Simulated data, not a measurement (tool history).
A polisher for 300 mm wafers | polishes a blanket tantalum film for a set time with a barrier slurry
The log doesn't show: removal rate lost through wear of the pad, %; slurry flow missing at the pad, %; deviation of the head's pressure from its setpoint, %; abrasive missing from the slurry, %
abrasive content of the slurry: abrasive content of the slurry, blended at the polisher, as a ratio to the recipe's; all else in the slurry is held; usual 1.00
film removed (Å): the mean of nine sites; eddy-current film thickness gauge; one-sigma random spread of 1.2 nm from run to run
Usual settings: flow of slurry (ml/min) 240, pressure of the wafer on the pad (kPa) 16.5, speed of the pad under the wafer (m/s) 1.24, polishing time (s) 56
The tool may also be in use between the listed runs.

run	hour	flow of slurry (ml/min)	pressure of the wafer on the pad (kPa)	speed of the pad under the wafer (m/s)	abrasive content of the slurry	polishing time (s)	wafers since the last listed run	wafers polished on this pad	hours since the slurry nozzle was cleaned	hours since the head pressure was calibrated	hours since the slurry blender was calibrated	incoming thickness of the incoming film, nm	film removed (Å)
1	0.0	240	16.5	1.24	1.00	56	0	2299	225.9	838.2	230.7	451.0	1407
2	39.2	240	18.6	1.24	1.00	56	464	2763	265.1	877.4	269.9	442.8	1532
# hour 46.6: worn pad replaced by a new one
# hour 64.9: slurry blender recalibrated
3	134.1	240	18.6	1.24	1.00	56	1053	1013	360.0	972.3	69.2	443.9	1596
4	187.4	240	18.6	1.24	1.00	56	631	1644	413.3	1025.6	122.5	450.1	1565
5	225.5	240	16.5	1.24	1.00	56	451	2096	451.4	1063.7	160.6	455.0	1421
# hour 310.0: worn pad replaced by a new one
# hour 326.1: slurry blender recalibrated
6	326.5	240	16.5	1.24	1.00	56	1125	172	552.4	1164.7	0.4	453.0	1533
7	390.4	240	16.5	1.24	1.00	56	757	929	616.3	1228.6	64.3	448.3	1478
# hour 462.8: slurry nozzle cleaned
8	487.3	240	16.5	1.24	1.00	56	1136	2065	24.5	1325.5	161.2	442.4	1424
# hour 534.4: worn pad replaced by a new one
9	544.0	240	11.7	1.52	0.75	71	624	113	81.2	1382.2	217.9	444.4	1534
# hour 578.6: slurry blender recalibrated
# hour 593.0: head pressure recalibrated
10	597.1	240	16.5	1.24	1.00	56	581	695	134.3	4.1	18.5	446.5	1498
11	682.3	210	18.6	1.08	1.15	56	1009	1705	219.5	89.3	103.7	451.8	1427
12	751.9	240	16.5	1.10	1.00	64	824	2529	289.1	158.9	173.3	446.7	1456
# hour 789.5: worn pad replaced by a new one
13	812.9	185	14.5	1.24	1.00	56	675	276	350.1	219.9	234.3	446.9	1241
# hour 856.6: slurry blender recalibrated
14	911.3	240	16.5	1.24	1.00	49	1142	1418	448.5	318.3	54.7	442.1	1303
15	999.9	240	16.5	1.24	1.00	66	1049	2468	537.1	406.9	143.3	458.3	1682
# hour 1036.9: worn pad replaced by a new one
16	1095.4	280	16.5	1.24	1.00	56	1084	692	632.6	502.4	238.8	444.4	1430
# hour 1130.4: slurry blender recalibrated
# hour 1159.4: slurry nozzle cleaned
17	1159.9	185	13.8	1.24	0.90	72	728	1421	0.5	566.9	29.5	449.5	1574

Exercise: give the hidden state of the tool at every run:
removal rate lost through wear of the pad, %: 0 in every run
slurry flow missing at the pad, %: 0 in every run
deviation of the head's pressure from its setpoint, %: 0 in every run
H1: abrasive missing from the slurry, %
run	H1
1	19.5
2	20.1
3	12.1
4	16.3
5	18.2
6	1.01
7	11.1
8	17.7
9	19.4
10	3.73
11	13.8
12	17.3
13	18.8
14	9.81
15	16.8
16	19.6
17	6.6
